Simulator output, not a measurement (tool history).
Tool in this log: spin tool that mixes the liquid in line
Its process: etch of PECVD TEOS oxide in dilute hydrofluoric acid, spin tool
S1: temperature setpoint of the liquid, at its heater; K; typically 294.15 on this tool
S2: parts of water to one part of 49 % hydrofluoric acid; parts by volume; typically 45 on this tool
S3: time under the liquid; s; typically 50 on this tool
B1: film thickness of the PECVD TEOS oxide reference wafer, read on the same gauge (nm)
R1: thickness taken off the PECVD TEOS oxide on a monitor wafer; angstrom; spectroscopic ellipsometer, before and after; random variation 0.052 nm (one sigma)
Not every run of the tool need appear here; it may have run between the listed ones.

run    hour      S1  S2  S3      B1     R1
  1     0.0  290.65  45  50  100.00  133.9
  2    36.0  290.65  45  50   99.98  134.6
  3   124.8  292.65  45  50  100.00  145.8
  4   168.5  292.65  45  50  100.00  144.9
  5   249.8  292.65  45  50  100.01  144.8
      266.8  -- gauge calibrated
  6   339.8  294.15  45  50   99.98  154.4
  7   394.1  294.15  45  50  100.02  154.3
  8   434.3  294.15  60  50  100.01  113.9
  9   512.0  294.15  60  50   99.99  113.6
 10   567.1  294.15  60  50  100.00  113.5
      569.5  -- thermometer replaced
 11   641.1  294.15  45  50   99.99  147.7
 12   722.3  294.15  45  50  100.00  147.8
      775.9  -- hydrofluoric acid flow meter replaced
 13   829.1  295.65  55  50   99.98  127.2
 14   888.8  297.15  30  30  100.01  152.8
      909.1  -- thermometer replaced, repeated, since the last time left the tool worse
 15   925.3  292.65  35  50  100.03  196.9
 16  1028.7  298.15  65  50  100.01  127.4
 17  1074.0  291.65  50  30   99.99   77.4
     1133.8  -- gauge calibrated
 18  1165.3  294.15  65  35   99.96   75.6
 19  1254.9  294.15  30  50   99.98  242.3
 20  1314.0  292.65  45  50  100.01  149.7
 21  1382.8  294.15  35  50  100.00  207.9

Predict the results of run 22:
 22  1462.5  296.65  35  30   ?   ?

{"run 22": {"B1": 99.99, "R1": 137.4}}
Without the tool's hidden state the same run would have given R1 139.6 angstrom.
